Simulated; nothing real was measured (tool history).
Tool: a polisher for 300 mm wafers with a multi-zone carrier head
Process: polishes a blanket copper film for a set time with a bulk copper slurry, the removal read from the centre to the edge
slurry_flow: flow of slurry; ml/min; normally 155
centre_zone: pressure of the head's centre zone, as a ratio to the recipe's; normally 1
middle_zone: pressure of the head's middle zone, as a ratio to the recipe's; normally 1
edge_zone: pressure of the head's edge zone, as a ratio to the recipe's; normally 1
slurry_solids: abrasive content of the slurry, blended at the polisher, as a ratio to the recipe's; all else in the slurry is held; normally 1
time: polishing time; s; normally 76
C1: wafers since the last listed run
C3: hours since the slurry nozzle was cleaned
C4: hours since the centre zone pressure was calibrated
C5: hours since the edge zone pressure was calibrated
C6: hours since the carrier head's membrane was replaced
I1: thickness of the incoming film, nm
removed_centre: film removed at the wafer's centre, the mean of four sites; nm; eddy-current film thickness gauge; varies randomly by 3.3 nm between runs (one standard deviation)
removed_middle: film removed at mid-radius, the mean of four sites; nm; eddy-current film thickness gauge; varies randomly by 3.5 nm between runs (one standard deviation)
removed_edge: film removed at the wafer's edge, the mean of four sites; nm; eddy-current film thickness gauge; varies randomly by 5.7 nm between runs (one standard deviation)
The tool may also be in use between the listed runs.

Run 1, hour 0: usual settings but time 57 s; C1 0; wafers polished on this pad 380; C3 154.8; C4 363.7; C5 149.3; C6 541.9; I1 2597.4. Result: removed_centre 406.6 nm, removed_middle 404 nm, removed_edge 410 nm.
Run 2, hour 58.1: usual settings but time 57 s; C1 341; wafers polished on this pad 722; C3 212.9; C4 421.8; C5 207.4; C6 600; I1 2560.1. Result: removed_centre 402.7 nm, removed_middle 405.8 nm, removed_edge 404.5 nm.
Run 3, hour 116.5: usual settings; C1 343; wafers polished on this pad 1066; C3 271.3; C4 480.2; C5 265.8; C6 658.4; I1 2594.6. Result: removed_centre 542.4 nm, removed_middle 536.1 nm, removed_edge 553.2 nm.
At hour 152.8: worn pad replaced by a new one.
Run 4, hour 219.3: usual settings; C1 581; wafers polished on this pad 391; C3 374.1; C4 583; C5 368.6; C6 761.2; I1 2628.3. Result: removed_centre 536.5 nm, removed_middle 541.9 nm, removed_edge 532.7 nm.
At hour 278: centre zone pressure recalibrated.
Run 5, hour 301.3: usual settings; C1 470; wafers polished on this pad 862; C3 456.1; C4 23.3; C5 450.6; C6 843.2; I1 2573.6. Result: removed_centre 541.8 nm, removed_middle 535.9 nm, removed_edge 546.2 nm.
Run 6, hour 373.8: usual settings but middle_zone 0.96, edge_zone 1.08; C1 426; wafers polished on this pad 1288; C3 528.6; C4 95.8; C5 523.1; C6 915.7; I1 2585.3. Result: removed_centre 540.6 nm, removed_middle 519.3 nm, removed_edge 559.4 nm.
At hour 404.2: worn pad replaced by a new one.
Run 7, hour 428.1: usual settings but middle_zone 0.96, edge_zone 1.08; C1 296; wafers polished on this pad 140; C3 582.9; C4 150.1; C5 577.4; C6 970; I1 2609.5. Result: removed_centre 537.7 nm, removed_middle 522.8 nm, removed_edge 554.8 nm.
Run 8, hour 514: usual settings; C1 505; wafers polished on this pad 646; C3 668.8; C4 236; C5 663.3; C6 1055.9; I1 2588.3. Result: removed_centre 542.5 nm, removed_middle 539.7 nm, removed_edge 539.5 nm.
At hour 598.5: edge zone pressure recalibrated.
At hour 617.8: slurry nozzle cleaned.
Run 9, hour 619.1: usual settings but slurry_flow 170 ml/min, centre_zone 1.05, middle_zone 1.08, edge_zone 0.93; C1 600; wafers polished on this pad 1247; C3 1.3; C4 341.1; C5 20.6; C6 1161; I1 2590.1. Result: removed_centre 579.2 nm, removed_middle 585 nm, removed_edge 534.8 nm.
At hour 661.1: worn pad replaced by a new one.
Run 10, hour 680.3: usual settings; C1 336; wafers polished on this pad 112; C3 62.5; C4 402.3; C5 81.8; C6 1222.2; I1 2651.2. Result: removed_centre 540.2 nm, removed_middle 540.7 nm, removed_edge 545 nm.
At hour 788.9: carrier head's membrane replaced by a new one.
Run 11, hour 789.4: usual settings but slurry_flow 185 ml/min, slurry_solids 0.9; C1 612; wafers polished on this pad 725; C3 171.6; C4 511.4; C5 190.9; C6 0.5; I1 2572.6. Result: removed_centre 550.9 nm, removed_middle 551.7 nm, removed_edge 548.8 nm.
Run 12, hour 872.1: usual settings but centre_zone 1.1, middle_zone 0.95, time 89 s; C1 486; wafers polished on this pad 1212; C3 254.3; C4 594.1; C5 273.6; C6 83.2; I1 2585.3. Result: removed_centre 698.1 nm, removed_middle 605 nm, removed_edge 628.7 nm.
At hour 893.1: worn pad replaced by a new one.
At hour 908: centre zone pressure recalibrated.
Run 13, hour 934.5: usual settings but centre_zone 0.9, middle_zone 1.08; C1 331; wafers polished on this pad 231; C3 316.7; C4 26.5; C5 336; C6 145.6; I1 2578. Result: removed_centre 485.5 nm, removed_middle 574.2 nm, removed_edge 539.8 nm.
Run 14, hour 1003.2: usual settings but centre_zone 1.06, middle_zone 0.95, time 90 s; C1 404; wafers polished on this pad 636; C3 385.4; C4 95.2; C5 404.7; C6 214.3; I1 2563.5. Result: removed_centre 678.2 nm, removed_middle 615.4 nm, removed_edge 648.6 nm.
Run 15, hour 1063.6: usual settings but centre_zone 0.9, slurry_solids 0.75, time 68 s; C1 355; wafers polished on this pad 991; C3 445.8; C4 155.6; C5 465.1; C6 274.7; I1 2611.1. Result: removed_centre 423.7 nm, removed_middle 473.6 nm, removed_edge 472.2 nm.
At hour 1140.9: worn pad replaced by a new one.
Run 16, hour 1144.2: usual settings; C1 450; wafers polished on this pad 19; C3 526.4; C4 236.2; C5 545.7; C6 355.3; I1 2599.7. Result: removed_centre 543.4 nm, removed_middle 536.9 nm, removed_edge 537.4 nm.

Here are 3 independent what-if runs from the current tool condition. What would each one return?
Run A, hour 1144.6: usual settings; C1 2; wafers polished on this pad 21; C3 526.8; C4 236.6; C5 546.1; C6 355.7; I1 2574.2. Result: removed_centre ?, removed_middle ?, removed_edge ?.
Run B, hour 1144.6: usual settings but slurry_flow 135 ml/min, edge_zone 0.92, time 100 s; C1 2; wafers polished on this pad 21; C3 526.8; C4 236.6; C5 546.1; C6 355.7; I1 2574.2. Result: removed_centre ?, removed_middle ?, removed_edge ?.
Run C, hour 1144.6: usual settings but middle_zone 0.93; C1 2; wafers polished on this pad 21; C3 526.8; C4 236.6; C5 546.1; C6 355.7; I1 2574.2. Result: removed_centre ?, removed_middle ?, removed_edge ?.

run  removed_centre  removed_middle  removed_edge
  A             543           538.7         544.8
  B           696.2           692.8         685.1
  C           542.7           506.8         545.3
Without the tool's unlogged condition, the same runs would have read:
run  removed_centre  removed_middle  removed_edge
  A             543           538.7         544.8
  B           696.2           692.8         685.1
  C           542.7           506.8         545.3
